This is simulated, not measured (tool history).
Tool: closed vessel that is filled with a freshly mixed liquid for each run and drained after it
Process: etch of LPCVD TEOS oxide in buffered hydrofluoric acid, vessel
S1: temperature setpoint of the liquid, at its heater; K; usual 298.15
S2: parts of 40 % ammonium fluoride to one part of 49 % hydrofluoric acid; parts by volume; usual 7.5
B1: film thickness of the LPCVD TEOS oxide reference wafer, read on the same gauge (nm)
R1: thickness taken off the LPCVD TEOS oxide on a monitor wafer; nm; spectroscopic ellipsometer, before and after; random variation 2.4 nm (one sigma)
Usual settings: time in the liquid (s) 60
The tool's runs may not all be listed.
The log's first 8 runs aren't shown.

-- day=23.912 thermometer replaced
run 9 day=24.883 | S1=296.15 S2=7.5 time_in_the_liquid_(s)=90 | B1=130 | R1=331.94
run 10 day=27.192 | S1=296.15 S2=7.5 time_in_the_liquid_(s)=90 | B1=130.02 | R1=325.04
run 11 day=31.35 | S1=298.15 S2=8 time_in_the_liquid_(s)=60 | B1=129.98 | R1=228
-- day=32.5 hydrofluoric acid flow meter replaced
run 12 day=35.5 | S1=302.15 S2=9 time_in_the_liquid_(s)=60 | B1=130 | R1=238.55
run 13 day=38.762 | S1=302.15 S2=9 time_in_the_liquid_(s)=60 | B1=130.02 | R1=238.06
run 14 day=42.85 | S1=298.15 S2=7.5 time_in_the_liquid_(s)=60 | B1=130.01 | R1=220.96
run 15 day=47.329 | S1=298.15 S2=7.5 time_in_the_liquid_(s)=60 | B1=129.99 | R1=220.07
run 16 day=54.979 | S1=298.15 S2=6 time_in_the_liquid_(s)=50 | B1=129.98 | R1=227.38
run 17 day=57.65 | S1=296.15 S2=10 time_in_the_liquid_(s)=60 | B1=130 | R1=150.17
run 18 day=59.908 | S1=299.65 S2=6.5 time_in_the_liquid_(s)=70 | B1=130 | R1=310.86
-- day=61.171 hydrofluoric acid flow meter replaced, repeated, since the last time left the tool worse
run 19 day=62.488 | S1=298.15 S2=6 time_in_the_liquid_(s)=70 | B1=130 | R1=365.94
run 20 day=66.971 | S1=296.15 S2=7.5 time_in_the_liquid_(s)=90 | B1=130.01 | R1=333.28
-- day=67.304 gauge calibrated
run 21 day=69.896 | S1=298.15 S2=9.5 time_in_the_liquid_(s)=70 | B1=129.97 | R1=234.47
run 22 day=72.412 | S1=294.65 S2=5 time_in_the_liquid_(s)=30 | B1=130.03 | R1=146.13
run 23 day=75.067 | S1=294.15 S2=5 time_in_the_liquid_(s)=30 | B1=130.02 | R1=142.51
run 24 day=88.046 | S1=294.65 S2=7.5 time_in_the_liquid_(s)=60 | B1=130 | R1=200.08
run 25 day=89.9 | S1=300.65 S2=8.5 time_in_the_liquid_(s)=90 | B1=129.99 | R1=364.11
-- day=92.338 hydrofluoric acid flow meter replaced
run 26 day=93.85 | S1=296.15 S2=10 time_in_the_liquid_(s)=60 | B1=130.01 | R1=174.55
run 27 day=96.004 | S1=294.65 S2=7.5 time_in_the_liquid_(s)=60 | B1=129.99 | R1=209.47
run 28 day=98.738 | S1=300.65 S2=5 time_in_the_liquid_(s)=60 | B1=130 | R1=409.2
run 29 day=102.379 | S1=298.15 S2=7.5 time_in_the_liquid_(s)=60 | B1=130.01 | R1=247.63
run 30 day=105.771 | S1=298.15 S2=8.5 time_in_the_liquid_(s)=60 | B1=130 | R1=211.97
run 31 day=108.142 | S1=298.15 S2=7.5 time_in_the_liquid_(s)=60 | B1=130.01 | R1=247.35

Forecast each of these 5 alternatives for the next run:
run A day=108.171 | S1=298.15 S2=7.5 time_in_the_liquid_(s)=60 | B1=? | R1=?
run B day=108.171 | S1=295.15 S2=5.5 time_in_the_liquid_(s)=50 | B1=? | R1=?
run C day=108.171 | S1=301.15 S2=10 time_in_the_liquid_(s)=30 | B1=? | R1=?
run D day=108.171 | S1=301.15 S2=7.5 time_in_the_liquid_(s)=60 | B1=? | R1=?
run E day=108.171 | S1=298.15 S2=7.5 time_in_the_liquid_(s)=35 | B1=? | R1=?

run=A B1=130 R1=244.79
run=B B1=130 R1=231.25
run=C B1=130 R1=110.81
run=D B1=130 R1=287.47
run=E B1=130 R1=142.79
Without the tool's hidden state the same runs would have given:
run=A R1=253.33
run=B R1=237.53
run=C R1=114.29
run=D R1=297.5
run=E R1=147.78

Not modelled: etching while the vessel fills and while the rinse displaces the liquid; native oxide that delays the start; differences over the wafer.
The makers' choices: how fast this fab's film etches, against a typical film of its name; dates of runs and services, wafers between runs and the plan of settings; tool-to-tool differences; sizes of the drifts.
